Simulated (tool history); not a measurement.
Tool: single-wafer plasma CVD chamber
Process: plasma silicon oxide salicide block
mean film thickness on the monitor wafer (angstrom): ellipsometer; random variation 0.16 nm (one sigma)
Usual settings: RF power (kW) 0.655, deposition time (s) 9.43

run,hour,RF power (kW),deposition time (s),"read-back reference wafer on the same gauge, thickness_nm",mean film thickness on the monitor wafer (angstrom)
1,0.0,0.655,9.43,124.055,1029.13
2,12.0,0.655,9.43,124.059,1031.91
3,20.8,0.655,9.43,124.011,1027.96
4,32.2,0.740,9.96,124.020,1137.20
5,48.0,0.740,9.96,124.062,1134.57
6,54.2,0.755,10.56,124.061,1210.60
7,67.6,0.655,8.50,124.030,927.47
8,76.5,0.655,9.43,123.918,1030.82
9,91.9,0.700,9.43,123.971,1052.38
10,101.8,0.655,9.43,124.045,1027.32
11,108.8,0.655,9.43,123.996,1024.65
# hour 127.7: showerhead replaced
# hour 136.4: gauge calibrated
12,138.6,0.655,9.43,124.064,1026.67
13,155.2,0.655,9.43,123.966,1025.95
14,170.4,0.655,9.43,123.955,1023.60
15,188.3,0.600,11.03,123.995,1164.56
16,195.8,0.720,9.43,123.972,1064.92
17,225.1,0.655,9.43,123.932,1027.18
18,234.2,0.655,9.43,123.929,1029.66
19,251.8,0.710,9.43,123.982,1056.36
20,273.7,0.655,9.43,124.034,1027.14
21,280.6,0.610,8.55,123.980,906.89
# hour 297.9: RF generator calibrated
22,298.4,0.775,9.43,123.931,1124.22
23,302.0,0.655,9.43,124.078,1059.87
24,319.2,0.575,10.90,123.993,1164.10
25,335.4,0.545,10.17,123.942,1062.43
26,344.4,0.725,10.49,124.001,1219.47
27,359.4,0.785,10.78,124.012,1292.30
28,376.5,0.655,9.43,123.990,1057.27

Measured less the same run without the tool's hidden state. The same run-to-run variation is in both; the gauge's scatter may not be:
The hidden state here: delivered RF power above the setpoint (%); gauge reads high (%).
run,mean film thickness on the monitor wafer (angstrom)
1,-33.75
2,-33.90
3,-33.82
4,-37.48
5,-37.49
6,-40.05
7,-30.74
8,-34.21
9,-35.00
10,-34.21
11,-34.16
12,-34.37
13,-34.41
14,-34.40
15,-39.22
16,-35.89
17,-34.74
18,-34.86
19,-35.83
20,-34.91
21,-30.86
22,-2.59
23,-2.64
24,-3.98
25,-4.52
26,-5.75
27,-7.07
28,-6.67

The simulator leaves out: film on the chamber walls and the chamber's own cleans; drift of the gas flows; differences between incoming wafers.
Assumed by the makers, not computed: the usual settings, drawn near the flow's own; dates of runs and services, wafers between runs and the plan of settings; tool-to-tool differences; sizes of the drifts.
